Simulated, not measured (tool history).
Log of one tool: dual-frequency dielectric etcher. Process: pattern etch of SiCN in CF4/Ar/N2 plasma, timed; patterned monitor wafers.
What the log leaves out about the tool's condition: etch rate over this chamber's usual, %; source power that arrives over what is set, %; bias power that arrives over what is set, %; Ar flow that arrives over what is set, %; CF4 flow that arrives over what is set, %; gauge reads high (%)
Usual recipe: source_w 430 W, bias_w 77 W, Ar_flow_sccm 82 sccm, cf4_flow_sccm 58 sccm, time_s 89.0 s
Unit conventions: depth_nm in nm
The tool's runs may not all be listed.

run,hour,source_w,bias_w,Ar_flow_sccm,cf4_flow_sccm,time_s,wafers since the last listed run,hours since the last wet clean,hours since the last source power generator calibration,hours since the last bias power generator calibration,hours since the last Ar flow controller change,hours since the last CF4 flow controller change,hours since the last upper electrode change,hours since the gauge calibration,"read-back reference wafer on the same gauge, depth_nm",depth_nm
1,0.0,350,65,82,58,89.0,0,101.5,3824.9,4101.6,526.8,2491.6,628.2,1966.3,66.5,69.7
# hour 33.7: source power generator calibrated
2,57.7,430,77,82,58,89.0,680,159.2,24.0,4159.3,584.5,2549.3,685.9,2024.0,66.4,79.5
3,150.3,430,77,82,58,89.0,1174,251.8,116.6,4251.9,677.1,2641.9,778.5,2116.6,66.4,80.0
4,257.6,430,68,82,58,108.5,1360,359.1,223.9,4359.2,784.4,2749.2,885.8,2223.9,66.5,96.0
5,317.2,390,67,62,58,89.0,755,418.7,283.5,4418.8,844.0,2808.8,945.4,2283.5,66.4,77.3
6,367.6,520,77,82,58,71.0,639,469.1,333.9,4469.2,894.4,2859.2,995.8,2333.9,66.4,71.5
# hour 446.3: CF4 flow controller replaced
7,470.2,430,70,82,71,96.5,1224,571.7,436.5,4571.8,997.0,23.9,1098.4,2436.5,66.4,89.3
# hour 537.9: bias power generator calibrated
# hour 547.0: wet clean of the chamber
8,718.9,520,77,82,58,71.0,2986,171.9,685.2,181.0,1245.7,272.6,1347.1,2685.2,66.4,70.5
9,822.1,430,77,82,58,89.0,1308,275.1,788.4,284.2,1348.9,375.8,1450.3,2788.4,66.5,80.9
10,918.0,430,77,82,58,89.0,1216,371.0,884.3,380.1,1444.8,471.7,1546.2,2884.3,66.5,81.1
11,978.8,380,77,82,58,89.0,770,431.8,945.1,440.9,1505.6,532.5,1607.0,2945.1,66.4,75.9
12,1029.8,340,77,97,58,89.0,646,482.8,996.1,491.9,1556.6,583.5,1658.0,2996.1,66.4,71.9
# hour 1097.7: gauge calibrated
13,1205.0,460,87,82,64,89.0,2221,658.0,1171.3,667.1,1731.8,758.7,1833.2,107.3,66.4,89.3
# hour 1234.1: wet clean of the chamber
14,1308.9,380,77,82,47,89.0,1013,74.8,1275.2,771.0,1835.7,862.6,1937.1,211.2,66.4,72.0
15,1355.3,390,77,82,58,89.0,588,121.2,1321.6,817.4,1882.1,909.0,1983.5,257.6,66.4,75.7
16,1439.9,430,77,82,58,89.0,1072,205.8,1406.2,902.0,1966.7,993.6,2068.1,342.2,66.4,80.0
17,1526.8,320,85,82,58,89.0,1101,292.7,1493.1,988.9,2053.6,1080.5,2155.0,429.1,66.4,71.9
18,1611.9,430,77,82,58,89.0,1079,377.8,1578.2,1074.0,2138.7,1165.6,2240.1,514.2,66.5,80.7
19,1678.0,330,77,71,58,71.0,838,443.9,1644.3,1140.1,2204.8,1231.7,2306.2,580.3,66.4,57.8

Run 20, settings as shown, results not yet in. Your forecast:
20,1726.3,430,77,82,49,67.5,612,492.2,1692.6,1188.4,2253.1,1280.0,2354.5,628.6,?,?

read-back reference wafer on the same gauge, depth_nm: 66.4
depth_nm: 59.4 nm
Take away the tool's hidden state, keep the run-to-run variation as it was, and the same run would have given depth_nm 58.5 nm.
